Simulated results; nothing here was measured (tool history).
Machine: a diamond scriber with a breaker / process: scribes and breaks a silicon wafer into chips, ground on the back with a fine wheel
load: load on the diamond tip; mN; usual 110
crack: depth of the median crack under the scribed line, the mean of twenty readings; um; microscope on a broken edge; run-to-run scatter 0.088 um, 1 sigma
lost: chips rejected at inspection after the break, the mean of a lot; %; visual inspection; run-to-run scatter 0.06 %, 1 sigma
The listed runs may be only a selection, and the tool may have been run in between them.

| run | hour | load | wafers since the last listed run | hours since the diamond tip was replaced | hours since the load on the tip was calibrated | incoming depth of the damage left on the back of the incoming wafer, um | crack | lost |
|---|---|---|---|---|---|---|---|---|
| 1 | 0 | 124 | 0 | 433.1 | 574.9 | 2.28 | 11.11 | 2.26 |
| 2 | 31.4 | 110 | 73 | 464.5 | 606.3 | 2.17 | 10.01 | 2.77 |
| 3 | 51.5 | 110 | 47 | 484.6 | 626.4 | 1.68 | 10.11 | 2.44 |
| 4 | 72.1 | 110 | 48 | 505.2 | 647 | 2.06 | 9.98 | 2.89 |
| 5 | 101.2 | 129 | 68 | 534.3 | 676.1 | 1.73 | 11.39 | 3.13 |
| 6 | 122.2 | 129 | 49 | 555.3 | 697.1 | 2.02 | 11.35 | 3.18 |
| 7 | 144.5 | 110 | 52 | 577.6 | 719.4 | 2.96 | 9.9 | 4.38 |
| 8 | 165.6 | 120 | 49 | 598.7 | 740.5 | 1.97 | 10.74 | 1.49 |
| 9 | 190.1 | 103 | 57 | 623.2 | 765 | 2.86 | 9.42 | 8.68 |
| 10 | 203.1 | 103 | 30 | 636.2 | 778 | 2.65 | 9.34 | 7.79 |
|  | 205.6 | load on the tip recalibrated |
| 11 | 219.9 | 103 | 34 | 653 | 14.3 | 1.7 | 9.45 | 6.24 |
| 12 | 231.9 | 89 | 28 | 665 | 26.3 | 2.76 | 8.25 | 22.16 |
| 13 | 265.9 | 110 | 79 | 699 | 60.3 | 2.52 | 9.89 | 3.58 |
| 14 | 289.7 | 84 | 55 | 722.8 | 84.1 | 1.61 | 7.87 | 28.51 |
| 15 | 310.6 | 127 | 49 | 743.7 | 105 | 2.88 | 11.01 | 3.62 |
| 16 | 325.6 | 83 | 35 | 758.7 | 120 | 1.82 | 7.91 | 30.83 |
| 17 | 343.4 | 103 | 41 | 776.5 | 137.8 | 1.59 | 9.45 | 6.25 |
| 18 | 356.5 | 110 | 30 | 789.6 | 150.9 | 2.1 | 9.92 | 2.99 |
|  | 363 | diamond tip replaced by a new one |
| 19 | 374.9 | 139 | 38 | 11.9 | 169.3 | 2.44 | 12.75 | 13.5 |

Estimate the outcome of run 20 from the log above:
| 20 | 397 | 131 | 51 | 34 | 191.4 | 1.77 | ? | ? |

crack: 11.99 um
lost: 7.33 %
The same run, on a tool lacking any hidden state, would have yielded crack 12.09 um, lost 8.07 %.
